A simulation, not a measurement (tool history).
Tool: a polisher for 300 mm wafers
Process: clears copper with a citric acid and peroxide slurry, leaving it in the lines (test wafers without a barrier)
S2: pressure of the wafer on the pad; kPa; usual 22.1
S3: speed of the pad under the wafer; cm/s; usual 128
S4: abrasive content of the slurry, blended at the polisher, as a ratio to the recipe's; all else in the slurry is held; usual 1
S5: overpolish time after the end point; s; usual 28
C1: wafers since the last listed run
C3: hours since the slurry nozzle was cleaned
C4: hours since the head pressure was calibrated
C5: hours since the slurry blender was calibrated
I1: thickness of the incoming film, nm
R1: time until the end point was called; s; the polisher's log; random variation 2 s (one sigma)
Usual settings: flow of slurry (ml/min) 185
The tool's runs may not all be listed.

Run 1, day 0: usual settings; C1 0; wafers polished on this pad 126; C3 7.1; C4 234.3; C5 146.9; I1 389.4. Result: R1 115.4 s.
Run 2, day 2.975: usual settings; C1 565; wafers polished on this pad 691; C3 78.5; C4 305.7; C5 218.3; I1 386.6. Result: R1 118.5 s.
At day 3.554: head pressure recalibrated.
Run 3, day 4.75: usual settings; C1 321; wafers polished on this pad 1013; C3 121.1; C4 28.7; C5 260.9; I1 391. Result: R1 118 s.
Run 4, day 6.492: usual settings but S2 24.8 kPa; C1 331; wafers polished on this pad 1344; C3 162.9; C4 70.5; C5 302.7; I1 385.7. Result: R1 104.9 s.
At day 7.362: worn pad replaced by a new one.
Run 5, day 8.404: usual settings but S2 24.8 kPa; C1 331; wafers polished on this pad 197; C3 208.8; C4 116.4; C5 348.6; I1 391. Result: R1 108.1 s.
Run 6, day 10.746: usual settings but S2 24.8 kPa; C1 445; wafers polished on this pad 642; C3 265; C4 172.6; C5 404.8; I1 391.8. Result: R1 106.5 s.
Run 7, day 11.983: usual settings but S4 0.8; C1 235; wafers polished on this pad 878; C3 294.7; C4 202.3; C5 434.5; I1 388.9. Result: R1 124.8 s.
Run 8, day 14.858: usual settings; C1 546; wafers polished on this pad 1424; C3 363.7; C4 271.3; C5 503.5; I1 391.7. Result: R1 118.3 s.
At day 15.675: slurry blender recalibrated.
At day 16.079: worn pad replaced by a new one.
Run 9, day 16.1: usual settings but S3 88 cm/s, S4 1.2; C1 188; wafers polished on this pad 4; C3 393.5; C4 301.1; C5 10.2; I1 385.5. Result: R1 160.2 s.
At day 16.512: head pressure recalibrated.
Run 10, day 17.15: usual settings but S2 26.2 kPa, S4 1.2; C1 183; wafers polished on this pad 188; C3 418.7; C4 15.3; C5 35.4; I1 393.1. Result: R1 96.7 s.
Run 11, day 19.388: usual settings but flow of slurry (ml/min) 145; C1 425; wafers polished on this pad 613; C3 472.4; C4 69; C5 89.1; I1 391. Result: R1 125.9 s.
Run 12, day 21.338: usual settings but S2 27.6 kPa, S3 140 cm/s, S4 1.15, S5 13 s; C1 370; wafers polished on this pad 983; C3 519.2; C4 115.8; C5 135.9; I1 388.1. Result: R1 85.4 s.
At day 24.562: worn pad replaced by a new one.
At day 24.675: slurry nozzle cleaned.
Run 13, day 26.383: usual settings; C1 919; wafers polished on this pad 338; C3 41; C4 236.9; C5 257; I1 394.6. Result: R1 122.1 s.
Run 14, day 27.612: usual settings; C1 233; wafers polished on this pad 571; C3 70.5; C4 266.4; C5 286.5; I1 392.3. Result: R1 118.4 s.
At day 28.633: head pressure recalibrated.
Run 15, day 29.779: usual settings but flow of slurry (ml/min) 125; C1 395; wafers polished on this pad 967; C3 122.5; C4 27.5; C5 338.5; I1 396.6. Result: R1 125.2 s.
Run 16, day 31.108: usual settings; C1 252; wafers polished on this pad 1220; C3 154.4; C4 59.4; C5 370.4; I1 389.7. Result: R1 119.2 s.
At day 32.612: worn pad replaced by a new one.
At day 35.896: slurry blender recalibrated.
Run 17, day 38.225: usual settings but flow of slurry (ml/min) 210, S2 18.6 kPa, S3 148 cm/s, S4 1.15; C1 1305; wafers polished on this pad 1051; C3 325.2; C4 230.2; C5 55.9; I1 391.2. Result: R1 117.8 s.

Forecast each of these 5 alternatives for the next run:
Run A, day 38.246: usual settings; C1 3; wafers polished on this pad 1055; C3 325.7; C4 230.7; C5 56.4; I1 384.4. Result: R1 ?.
Run B, day 38.246: usual settings but flow of slurry (ml/min) 200, S2 26.2 kPa; C1 3; wafers polished on this pad 1055; C3 325.7; C4 230.7; C5 56.4; I1 384.4. Result: R1 ?.
Run C, day 38.246: usual settings but S3 88 cm/s; C1 3; wafers polished on this pad 1055; C3 325.7; C4 230.7; C5 56.4; I1 384.4. Result: R1 ?.
Run D, day 38.246: usual settings but flow of slurry (ml/min) 145, S3 100 cm/s; C1 3; wafers polished on this pad 1055; C3 325.7; C4 230.7; C5 56.4; I1 384.4. Result: R1 ?.
Run E, day 38.246: usual settings but S3 166 cm/s, S5 12 s; C1 3; wafers polished on this pad 1055; C3 325.7; C4 230.7; C5 56.4; I1 384.4. Result: R1 ?.

run     R1
  A  116.8
  B   98.1
  C  168.6
  D  154.3
  E   90.5
Without the tool's hidden state the same runs would have given:
run     R1
  A  116.8
  B   98.1
  C  168.6
  D  154.3
  E   90.5

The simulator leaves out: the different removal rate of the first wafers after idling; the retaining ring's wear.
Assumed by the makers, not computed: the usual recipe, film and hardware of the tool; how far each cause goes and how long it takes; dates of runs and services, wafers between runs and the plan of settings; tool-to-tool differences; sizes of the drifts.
